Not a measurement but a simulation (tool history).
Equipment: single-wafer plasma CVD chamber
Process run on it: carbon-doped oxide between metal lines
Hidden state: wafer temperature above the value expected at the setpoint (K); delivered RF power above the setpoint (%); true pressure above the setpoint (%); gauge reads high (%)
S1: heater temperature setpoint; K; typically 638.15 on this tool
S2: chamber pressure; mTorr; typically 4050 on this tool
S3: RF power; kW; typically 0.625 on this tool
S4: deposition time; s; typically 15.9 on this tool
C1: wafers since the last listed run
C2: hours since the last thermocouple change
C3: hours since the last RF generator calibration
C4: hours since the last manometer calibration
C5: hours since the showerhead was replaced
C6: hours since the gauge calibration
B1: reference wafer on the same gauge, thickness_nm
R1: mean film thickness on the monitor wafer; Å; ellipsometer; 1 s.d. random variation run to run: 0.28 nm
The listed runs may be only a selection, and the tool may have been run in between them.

{"run": 1, "hour": 0.0, "S1": 629.15, "S2": 4050, "S3": 0.625, "S4": 14.1, "C1": 0, "C2": 1735.3, "C3": 1025.9, "C4": 1832.1, "C5": 2276.4, "C6": 719.3, "B1": 81.589, "R1": 827.01}
{"run": 2, "hour": 95.5, "S1": 629.15, "S2": 4050, "S3": 0.625, "S4": 14.1, "C1": 3793, "C2": 1830.8, "C3": 1121.4, "C4": 1927.6, "C5": 2371.9, "C6": 814.8, "B1": 81.67, "R1": 825.68}
{"hour": 161.1, "done": "capacitance manometer re-zeroed and calibrated"}
{"run": 3, "hour": 173.7, "S1": 638.15, "S2": 4050, "S3": 0.625, "S4": 15.9, "C1": 2788, "C2": 1909.0, "C3": 1199.6, "C4": 12.6, "C5": 2450.1, "C6": 893.0, "B1": 81.66, "R1": 904.8}
{"run": 4, "hour": 222.8, "S1": 638.15, "S2": 4050, "S3": 0.625, "S4": 15.9, "C1": 1950, "C2": 1958.1, "C3": 1248.7, "C4": 61.7, "C5": 2499.2, "C6": 942.1, "B1": 81.528, "R1": 903.98}
{"run": 5, "hour": 298.2, "S1": 638.15, "S2": 4050, "S3": 0.625, "S4": 15.9, "C1": 2995, "C2": 2033.5, "C3": 1324.1, "C4": 137.1, "C5": 2574.6, "C6": 1017.5, "B1": 81.616, "R1": 901.44}
{"run": 6, "hour": 382.2, "S1": 638.15, "S2": 4050, "S3": 0.625, "S4": 16.9, "C1": 3336, "C2": 2117.5, "C3": 1408.1, "C4": 221.1, "C5": 2658.6, "C6": 1101.5, "B1": 81.492, "R1": 960.02}
{"run": 7, "hour": 480.9, "S1": 644.15, "S2": 3510, "S3": 0.625, "S4": 15.9, "C1": 3920, "C2": 2216.2, "C3": 1506.8, "C4": 319.8, "C5": 2757.3, "C6": 1200.2, "B1": 81.647, "R1": 872.05}
{"run": 8, "hour": 668.5, "S1": 638.15, "S2": 4050, "S3": 0.625, "S4": 15.0, "C1": 7452, "C2": 2403.8, "C3": 1694.4, "C4": 507.4, "C5": 2944.9, "C6": 1387.8, "B1": 81.566, "R1": 849.6}
{"run": 9, "hour": 764.1, "S1": 638.15, "S2": 4050, "S3": 0.625, "S4": 15.0, "C1": 3797, "C2": 2499.4, "C3": 1790.0, "C4": 603.0, "C5": 3040.5, "C6": 1483.4, "B1": 81.637, "R1": 849.82}
{"run": 10, "hour": 837.3, "S1": 647.15, "S2": 4050, "S3": 0.625, "S4": 15.9, "C1": 2907, "C2": 2572.6, "C3": 1863.2, "C4": 676.2, "C5": 3113.7, "C6": 1556.6, "B1": 81.562, "R1": 881.03}
{"run": 11, "hour": 911.5, "S1": 638.15, "S2": 4050, "S3": 0.625, "S4": 15.9, "C1": 2947, "C2": 2646.8, "C3": 1937.4, "C4": 750.4, "C5": 3187.9, "C6": 1630.8, "B1": 81.529, "R1": 900.46}
{"hour": 987.8, "done": "RF generator calibrated"}
{"run": 12, "hour": 1048.2, "S1": 645.15, "S2": 4050, "S3": 0.56, "S4": 15.9, "C1": 5112, "C2": 2783.5, "C3": 60.4, "C4": 887.1, "C5": 3324.6, "C6": 1767.5, "B1": 81.531, "R1": 820.79}
{"run": 13, "hour": 1150.4, "S1": 638.15, "S2": 4050, "S3": 0.625, "S4": 15.9, "C1": 4060, "C2": 2885.7, "C3": 162.6, "C4": 989.3, "C5": 3426.8, "C6": 1869.7, "B1": 81.631, "R1": 895.06}
{"hour": 1222.5, "done": "showerhead replaced"}
{"run": 14, "hour": 1237.1, "S1": 638.15, "S2": 4050, "S3": 0.625, "S4": 15.9, "C1": 3126, "C2": 2972.4, "C3": 249.3, "C4": 1076.0, "C5": 14.6, "C6": 1956.4, "B1": 81.575, "R1": 895.2}
{"run": 15, "hour": 1284.4, "S1": 628.15, "S2": 4050, "S3": 0.53, "S4": 15.9, "C1": 1879, "C2": 3019.7, "C3": 296.6, "C4": 1123.3, "C5": 61.9, "C6": 2003.7, "B1": 81.562, "R1": 821.61}
{"run": 16, "hour": 1330.5, "S1": 646.15, "S2": 4050, "S3": 0.625, "S4": 18.2, "C1": 1831, "C2": 3065.8, "C3": 342.7, "C4": 1169.4, "C5": 108.0, "C6": 2049.8, "B1": 81.526, "R1": 1001.87}
{"run": 17, "hour": 1387.7, "S1": 650.15, "S2": 3460, "S3": 0.625, "S4": 18.6, "C1": 2272, "C2": 3123.0, "C3": 399.9, "C4": 1226.6, "C5": 165.2, "C6": 2107.0, "B1": 81.635, "R1": 995.08}
{"hour": 1466.7, "done": "thermocouple changed; heater temperature recalibrated"}
{"run": 18, "hour": 1485.9, "S1": 638.15, "S2": 4050, "S3": 0.625, "S4": 17.6, "C1": 3583, "C2": 19.2, "C3": 498.1, "C4": 1324.8, "C5": 263.4, "C6": 2205.2, "B1": 81.601, "R1": 1008.16}
{"run": 19, "hour": 1584.8, "S1": 632.15, "S2": 3510, "S3": 0.535, "S4": 15.9, "C1": 3928, "C2": 118.1, "C3": 597.0, "C4": 1423.7, "C5": 362.3, "C6": 2304.1, "B1": 81.621, "R1": 828.29}
{"hour": 1650.2, "done": "gauge calibrated"}
{"hour": 1803.7, "done": "capacitance manometer re-zeroed and calibrated"}
{"run": 20, "hour": 1905.2, "S1": 652.15, "S2": 4050, "S3": 0.625, "S4": 15.9, "C1": 12410, "C2": 438.5, "C3": 917.4, "C4": 101.5, "C5": 682.7, "C6": 255.0, "B1": 81.605, "R1": 877.58}
{"run": 21, "hour": 1961.5, "S1": 638.15, "S2": 4050, "S3": 0.625, "S4": 15.9, "C1": 2236, "C2": 494.8, "C3": 973.7, "C4": 157.8, "C5": 739.0, "C6": 311.3, "B1": 81.556, "R1": 911.79}
{"run": 22, "hour": 2004.4, "S1": 638.15, "S2": 3370, "S3": 0.68, "S4": 15.9, "C1": 1704, "C2": 537.7, "C3": 1016.6, "C4": 200.7, "C5": 781.9, "C6": 354.2, "B1": 81.637, "R1": 943.55}
{"run": 23, "hour": 2049.8, "S1": 644.15, "S2": 3510, "S3": 0.625, "S4": 15.9, "C1": 1803, "C2": 583.1, "C3": 1062.0, "C4": 246.1, "C5": 827.3, "C6": 399.6, "B1": 81.516, "R1": 886.6}
{"run": 24, "hour": 2127.3, "S1": 638.15, "S2": 4050, "S3": 0.625, "S4": 15.9, "C1": 3078, "C2": 660.6, "C3": 1139.5, "C4": 323.6, "C5": 904.8, "C6": 477.1, "B1": 81.655, "R1": 911.36}
{"run": 25, "hour": 2227.3, "S1": 638.15, "S2": 4050, "S3": 0.625, "S4": 17.0, "C1": 3972, "C2": 760.6, "C3": 1239.5, "C4": 423.6, "C5": 1004.8, "C6": 577.1, "B1": 81.626, "R1": 978.55}
{"run": 26, "hour": 2283.4, "S1": 650.15, "S2": 3050, "S3": 0.59, "S4": 18.3, "C1": 2228, "C2": 816.7, "C3": 1295.6, "C4": 479.7, "C5": 1060.9, "C6": 633.2, "B1": 81.643, "R1": 946.5}
{"run": 27, "hour": 2369.8, "S1": 645.15, "S2": 4050, "S3": 0.715, "S4": 15.9, "C1": 3432, "C2": 903.1, "C3": 1382.0, "C4": 566.1, "C5": 1147.3, "C6": 719.6, "B1": 81.649, "R1": 973.25}

4 ways to go on from here, each from the tool as it stands after run 27. What would each give?
{"run": "A", "hour": 2370.2, "S1": 638.15, "S2": 4910, "S3": 0.625, "S4": 15.9, "C1": 15, "C2": 903.5, "C3": 1382.4, "C4": 566.5, "C5": 1147.7, "C6": 720.0, "B1": "?", "R1": "?"}
{"run": "B", "hour": 2370.2, "S1": 638.15, "S2": 4050, "S3": 0.535, "S4": 18.9, "C1": 15, "C2": 903.5, "C3": 1382.4, "C4": 566.5, "C5": 1147.7, "C6": 720.0, "B1": "?", "R1": "?"}
{"run": "C", "hour": 2370.2, "S1": 630.15, "S2": 5050, "S3": 0.595, "S4": 14.9, "C1": 15, "C2": 903.5, "C3": 1382.4, "C4": 566.5, "C5": 1147.7, "C6": 720.0, "B1": "?", "R1": "?"}
{"run": "D", "hour": 2370.2, "S1": 638.15, "S2": 3670, "S3": 0.625, "S4": 15.9, "C1": 15, "C2": 903.5, "C3": 1382.4, "C4": 566.5, "C5": 1147.7, "C6": 720.0, "B1": "?", "R1": "?"}

run=A B1=81.636 R1=930.17
run=B B1=81.636 R1=973.21
run=C B1=81.636 R1=868.17
run=D B1=81.636 R1=899.94
What these runs would have given with no unlogged condition in the tool:
run=A R1=929.76
run=B R1=972.78
run=C R1=867.74
run=D R1=899.54
